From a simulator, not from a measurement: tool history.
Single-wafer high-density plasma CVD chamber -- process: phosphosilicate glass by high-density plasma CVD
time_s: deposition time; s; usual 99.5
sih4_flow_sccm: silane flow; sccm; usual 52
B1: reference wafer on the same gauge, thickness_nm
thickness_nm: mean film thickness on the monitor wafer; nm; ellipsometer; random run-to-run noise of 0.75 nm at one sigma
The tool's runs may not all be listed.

{"run": 1, "hour": 0.0, "time_s": 99.5, "sih4_flow_sccm": 52, "B1": 430.073, "thickness_nm": 469.97}
{"run": 2, "hour": 8.7, "time_s": 99.5, "sih4_flow_sccm": 52, "B1": 430.022, "thickness_nm": 468.288}
{"run": 3, "hour": 22.6, "time_s": 83.8, "sih4_flow_sccm": 47, "B1": 430.043, "thickness_nm": 361.029}
{"run": 4, "hour": 36.2, "time_s": 99.5, "sih4_flow_sccm": 45, "B1": 430.002, "thickness_nm": 411.387}
{"run": 5, "hour": 52.8, "time_s": 84.7, "sih4_flow_sccm": 57, "B1": 430.05, "thickness_nm": 432.301}
{"run": 6, "hour": 63.6, "time_s": 85.2, "sih4_flow_sccm": 47, "B1": 429.876, "thickness_nm": 366.114}
{"run": 7, "hour": 76.2, "time_s": 85.2, "sih4_flow_sccm": 47, "B1": 430.107, "thickness_nm": 367.747}
{"run": 8, "hour": 85.8, "time_s": 85.2, "sih4_flow_sccm": 47, "B1": 429.93, "thickness_nm": 366.54}
{"run": 9, "hour": 95.9, "time_s": 110.9, "sih4_flow_sccm": 52, "B1": 430.041, "thickness_nm": 519.868}
{"run": 10, "hour": 108.9, "time_s": 110.9, "sih4_flow_sccm": 52, "B1": 430.029, "thickness_nm": 522.507}
{"run": 11, "hour": 115.2, "time_s": 110.9, "sih4_flow_sccm": 52, "B1": 429.991, "thickness_nm": 522.396}
{"run": 12, "hour": 129.0, "time_s": 99.5, "sih4_flow_sccm": 52, "B1": 429.813, "thickness_nm": 468.773}
{"run": 13, "hour": 138.6, "time_s": 99.5, "sih4_flow_sccm": 52, "B1": 430.122, "thickness_nm": 467.84}
{"run": 14, "hour": 149.6, "time_s": 99.5, "sih4_flow_sccm": 52, "B1": 429.948, "thickness_nm": 467.181}
{"run": 15, "hour": 158.9, "time_s": 99.5, "sih4_flow_sccm": 52, "B1": 429.973, "thickness_nm": 468.382}
{"run": 16, "hour": 203.3, "time_s": 99.5, "sih4_flow_sccm": 52, "B1": 430.024, "thickness_nm": 468.089}
{"hour": 210.1, "done": "gauge calibrated"}
{"run": 17, "hour": 218.6, "time_s": 99.5, "sih4_flow_sccm": 58, "B1": 430.06, "thickness_nm": 515.23}
{"run": 18, "hour": 226.2, "time_s": 99.5, "sih4_flow_sccm": 42, "B1": 430.092, "thickness_nm": 387.672}
{"run": 19, "hour": 239.4, "time_s": 99.5, "sih4_flow_sccm": 46, "B1": 430.011, "thickness_nm": 420.648}
{"hour": 248.4, "done": "silane flow controller replaced"}
{"run": 20, "hour": 285.2, "time_s": 99.5, "sih4_flow_sccm": 47, "B1": 430.146, "thickness_nm": 455.56}
{"run": 21, "hour": 296.5, "time_s": 90.7, "sih4_flow_sccm": 47, "B1": 430.054, "thickness_nm": 415.117}
{"run": 22, "hour": 307.4, "time_s": 99.5, "sih4_flow_sccm": 52, "B1": 430.102, "thickness_nm": 498.085}
{"run": 23, "hour": 313.7, "time_s": 99.5, "sih4_flow_sccm": 47, "B1": 429.814, "thickness_nm": 454.854}
{"run": 24, "hour": 330.1, "time_s": 107.9, "sih4_flow_sccm": 52, "B1": 430.056, "thickness_nm": 538.391}
{"run": 25, "hour": 347.5, "time_s": 99.5, "sih4_flow_sccm": 52, "B1": 430.045, "thickness_nm": 496.197}
{"run": 26, "hour": 355.8, "time_s": 110.3, "sih4_flow_sccm": 62, "B1": 429.925, "thickness_nm": 643.869}
{"run": 27, "hour": 373.3, "time_s": 105.8, "sih4_flow_sccm": 61, "B1": 430.132, "thickness_nm": 608.831}
{"run": 28, "hour": 384.2, "time_s": 93.3, "sih4_flow_sccm": 52, "B1": 429.922, "thickness_nm": 464.603}
{"run": 29, "hour": 401.8, "time_s": 118.3, "sih4_flow_sccm": 49, "B1": 429.999, "thickness_nm": 559.734}
{"run": 30, "hour": 419.2, "time_s": 99.5, "sih4_flow_sccm": 52, "B1": 429.99, "thickness_nm": 493.964}
{"run": 31, "hour": 432.3, "time_s": 99.5, "sih4_flow_sccm": 52, "B1": 430.064, "thickness_nm": 496.269}

Below are 4 alternative next runs, each starting from the tool's condition after run 31. Predict each:
{"run": "A", "hour": 432.7, "time_s": 99.5, "sih4_flow_sccm": 56, "B1": "?", "thickness_nm": "?"}
{"run": "B", "hour": 432.7, "time_s": 89.7, "sih4_flow_sccm": 52, "B1": "?", "thickness_nm": "?"}
{"run": "C", "hour": 432.7, "time_s": 118.0, "sih4_flow_sccm": 45, "B1": "?", "thickness_nm": "?"}
{"run": "D", "hour": 432.7, "time_s": 94.0, "sih4_flow_sccm": 55, "B1": "?", "thickness_nm": "?"}

run=A B1=430.099 thickness_nm=528.682
run=B B1=430.099 thickness_nm=446.001
run=C B1=430.099 thickness_nm=516.245
run=D B1=430.099 thickness_nm=491.439
Take away the tool's hidden state, keep each run's random variation, and the runs would have read:
run=A thickness_nm=532.552
run=B thickness_nm=449.266
run=C thickness_nm=520.024
run=D thickness_nm=495.036

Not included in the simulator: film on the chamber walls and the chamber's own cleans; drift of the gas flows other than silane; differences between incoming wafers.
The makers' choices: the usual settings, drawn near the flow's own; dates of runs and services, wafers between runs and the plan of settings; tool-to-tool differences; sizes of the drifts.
